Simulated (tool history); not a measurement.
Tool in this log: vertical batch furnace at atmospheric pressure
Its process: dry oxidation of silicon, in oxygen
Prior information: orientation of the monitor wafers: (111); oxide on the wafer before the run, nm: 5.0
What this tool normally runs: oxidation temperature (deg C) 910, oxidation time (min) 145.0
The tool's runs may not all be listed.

run    hour  oxidation temperature (deg C)  oxidation time (min)  wafers since the last listed run  hours since the last temperature calibration  hours since the boat lift was adjusted  hours since the gauge calibration  read-back reference wafer on the same gauge, thickness  oxide thickness on the monitor wafer (angstrom)
  1     0.0                            910                 145.0                                 0                                        3209.8                                  3248.8                              489.5                                                   73.48                                            653.5
  2   103.2                            910                 145.0                              1031                                        3313.0                                  3352.0                              592.7                                                   73.51                                            651.6
  3   199.8                            910                 145.0                               965                                        3409.6                                  3448.6                              689.3                                                   73.43                                            660.0
  4   306.5                            910                 145.0                              1066                                        3516.3                                  3555.3                              796.0                                                   73.46                                            657.5
  5   404.1                            910                 145.0                               975                                        3613.9                                  3652.9                              893.6                                                   73.49                                            659.0
  6   480.3                            910                 145.0                               761                                        3690.1                                  3729.1                              969.8                                                   73.48                                            654.7
  7   553.2                            910                 145.0                               728                                        3763.0                                  3802.0                             1042.7                                                   73.46                                            657.6
  8   630.4                            910                 145.0                               771                                        3840.2                                  3879.2                             1119.9                                                   73.57                                            659.7
  9   714.3                            910                 145.0                               838                                        3924.1                                  3963.1                             1203.8                                                   73.47                                            659.7
 10   768.8                            910                 145.0                               544                                        3978.6                                  4017.6                             1258.3                                                   73.47                                            660.2
 11   836.5                            929                 145.0                               676                                        4046.3                                  4085.3                             1326.0                                                   73.54                                            782.9
 12  1095.9                            929                 145.0                              2592                                        4305.7                                  4344.7                             1585.4                                                   73.49                                            783.8
     1167.1  -- thermocouples replaced and temperature profile calibrated
 13  1167.6                            929                 145.0                               476                                           0.5                                  4416.4                             1657.1                                                   73.49                                            755.7
     1191.3  -- gauge calibrated
     1212.1  -- boat lift adjusted
 14  1219.6                            910                 145.0                               279                                          52.5                                     7.5                               28.3                                                   73.52                                            635.1
 15  1530.4                            927                 175.5                              3105                                         363.3                                   318.3                              339.1                                                   73.51                                            847.0
 16  1606.5                            910                  81.5                               760                                         439.4                                   394.4                              415.2                                                   73.48                                            433.6
 17  1688.7                            910                 145.0                               821                                         521.6                                   476.6                              497.4                                                   73.51                                            637.3
 18  1791.8                            910                 145.0                              1030                                         624.7                                   579.7                              600.5                                                   73.51                                            635.7
 19  1857.3                            887                 145.0                               654                                         690.2                                   645.2                              666.0                                                   73.52                                            511.2
 20  1901.1                            887                  78.0                               437                                         734.0                                   689.0                              709.8                                                   73.53                                            338.7
 21  2005.9                            930                 200.5                              1047                                         838.8                                   793.8                              814.6                                                   73.47                                            953.1
 22  2045.6                            890                 170.0                               396                                         878.5                                   833.5                              854.3                                                   73.46                                            585.2
 23  2142.1                            910                 145.0                               964                                         975.0                                   930.0                              950.8                                                   73.53                                            639.0
 24  2219.6                            920                  83.0                               774                                        1052.5                                  1007.5                             1028.3                                                   73.51                                            483.8
 25  2295.4                            910                 145.0                               757                                        1128.3                                  1083.3                             1104.1                                                   73.46                                            637.7
 26  2375.2                            894                 145.0                               797                                        1208.1                                  1163.1                             1183.9                                                   73.50                                            548.0
 27  2452.7                            918                 173.5                               774                                        1285.6                                  1240.6                             1261.4                                                   73.53                                            781.1
 28  2549.1                            886                 145.0                               963                                        1382.0                                  1337.0                             1357.8                                                   73.48                                            510.1

Below, some changes in oxide thickness on the monitor wafer (angstrom) between adjacent runs. For each, the amount present without the hidden state too (settings, incoming material, random variation) and the amount remaining for the hidden state with gauge scatter not shared by both compared results:
Hidden state at play: true tube temperature minus thermocouple reading, K; monitor wafer colder than the profiled boat position, K; gauge reads high (%).
Run 12 -> 13: thermocouples replaced and temperature profile calibrated. oxide thickness on the monitor wafer (angstrom) -28.1: hidden state -27.4, all else -0.7.
Run 15 -> 16: oxidation temperature (deg C) 927 -> 910, oxidation time (min) 175.5 -> 81.5. oxide thickness on the monitor wafer (angstrom) -413.4: hidden state -2.9, all else -410.5.
Run 20 -> 21: oxidation temperature (deg C) 887 -> 930, oxidation time (min) 78.0 -> 200.5. oxide thickness on the monitor wafer (angstrom) +614.4: hidden state +7.3, all else +607.1.

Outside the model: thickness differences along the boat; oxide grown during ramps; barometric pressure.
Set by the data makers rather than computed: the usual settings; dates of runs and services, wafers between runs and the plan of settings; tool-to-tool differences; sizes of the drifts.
